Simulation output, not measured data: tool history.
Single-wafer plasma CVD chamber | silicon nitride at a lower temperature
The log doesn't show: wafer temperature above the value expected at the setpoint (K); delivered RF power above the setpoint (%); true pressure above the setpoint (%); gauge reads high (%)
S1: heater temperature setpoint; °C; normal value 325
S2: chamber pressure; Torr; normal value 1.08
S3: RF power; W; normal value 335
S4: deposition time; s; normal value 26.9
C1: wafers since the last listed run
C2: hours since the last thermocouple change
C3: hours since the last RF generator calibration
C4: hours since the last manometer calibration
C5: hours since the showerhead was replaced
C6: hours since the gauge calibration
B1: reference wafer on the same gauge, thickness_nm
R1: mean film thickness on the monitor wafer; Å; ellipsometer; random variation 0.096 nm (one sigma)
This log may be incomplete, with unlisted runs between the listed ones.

run	hour	S1	S2	S3	S4	C1	C2	C3	C4	C5	C6	B1	R1
1	0.0	325	1.08	335	30.0	0	1491.7	2247.0	2201.1	4837.8	62.1	25.925	312.29
2	15.7	325	1.08	335	30.0	330	1507.4	2262.7	2216.8	4853.5	77.8	25.913	312.65
3	33.2	325	1.01	335	26.9	368	1524.9	2280.2	2234.3	4871.0	95.3	25.894	274.96
4	40.4	325	1.01	335	26.9	151	1532.1	2287.4	2241.5	4878.2	102.5	25.894	274.72
5	48.2	325	1.01	335	26.9	164	1539.9	2295.2	2249.3	4886.0	110.3	25.888	273.27
6	65.0	325	1.08	335	26.9	353	1556.7	2312.0	2266.1	4902.8	127.1	25.895	280.82
# hour 78.5: capacitance manometer re-zeroed and calibrated
7	79.0	325	1.08	335	26.9	126	1570.7	2326.0	0.5	4916.8	141.1	25.902	280.13
8	81.9	325	1.08	335	26.9	61	1573.6	2328.9	3.4	4919.7	144.0	25.883	281.31
# hour 98.3: RF generator calibrated
9	98.8	334	1.08	335	26.9	187	1590.5	0.5	20.3	4936.6	160.9	25.893	267.35
10	109.6	334	1.08	335	26.9	227	1601.3	11.3	31.1	4947.4	171.7	25.898	266.31
11	124.7	334	1.08	335	26.9	317	1616.4	26.4	46.2	4962.5	186.8	25.914	267.37
12	138.8	325	1.08	395	26.9	296	1630.5	40.5	60.3	4976.6	200.9	25.885	316.41
# hour 162.9: thermocouple changed; heater temperature recalibrated
# hour 166.8: RF generator calibrated, repeated, since the last time left the tool worse
13	167.3	331	1.08	395	30.3	349	4.4	0.5	88.8	5005.1	229.4	25.909	387.96
14	167.6	332	1.35	280	24.8	6	4.7	0.8	89.1	5005.4	229.7	25.924	242.43
# hour 196.9: showerhead replaced
# hour 204.1: gauge calibrated
15	216.4	337	1.08	270	26.9	858	53.5	49.6	137.9	19.5	12.3	25.912	233.25
16	227.5	325	1.20	390	26.9	233	64.6	60.7	149.0	30.6	23.4	25.914	352.65
17	240.5	340	1.08	335	28.3	273	77.6	73.7	162.0	43.6	36.4	25.875	311.55
18	247.0	338	1.08	295	26.9	136	84.1	80.2	168.5	50.1	42.9	25.907	260.39
19	257.3	312	1.28	335	26.9	216	94.4	90.5	178.8	60.4	53.2	25.910	314.53
20	270.6	330	1.08	310	26.9	279	107.7	103.8	192.1	73.7	66.5	25.899	273.37
21	279.2	325	1.08	335	30.0	181	116.3	112.4	200.7	82.3	75.1	25.922	331.05
22	290.4	325	1.08	335	26.9	235	127.5	123.6	211.9	93.5	86.3	25.896	296.65
23	307.1	325	1.08	335	26.9	351	144.2	140.3	228.6	110.2	103.0	25.911	296.03
24	323.6	315	1.08	290	26.9	347	160.7	156.8	245.1	126.7	119.5	25.885	256.50
25	331.3	325	1.16	310	26.9	162	168.4	164.5	252.8	134.4	127.2	25.920	280.22
26	341.9	325	1.08	335	26.9	223	179.0	175.1	263.4	145.0	137.8	25.912	295.38
27	359.2	315	0.95	270	31.1	364	196.3	192.4	280.7	162.3	155.1	25.909	259.03

The tool's hidden state at each run:
wafer temperature above the value expected at the setpoint (K): 0 across all the runs
true pressure above the setpoint (%): 0 across all the runs
gauge reads high (%): 0 across all the runs
H1: delivered RF power above the setpoint (%)
run	H1
1	-6.43
2	-6.47
3	-6.52
4	-6.53
5	-6.55
6	-6.6
7	-6.63
8	-6.64
9	-10.2
10	-10.3
11	-10.3
12	-10.3
13	-0.981
14	-0.982
15	-1.1
16	-1.13
17	-1.16
18	-1.18
19	-1.21
20	-1.24
21	-1.26
22	-1.29
23	-1.33
24	-1.37
25	-1.39
26	-1.42
27	-1.46

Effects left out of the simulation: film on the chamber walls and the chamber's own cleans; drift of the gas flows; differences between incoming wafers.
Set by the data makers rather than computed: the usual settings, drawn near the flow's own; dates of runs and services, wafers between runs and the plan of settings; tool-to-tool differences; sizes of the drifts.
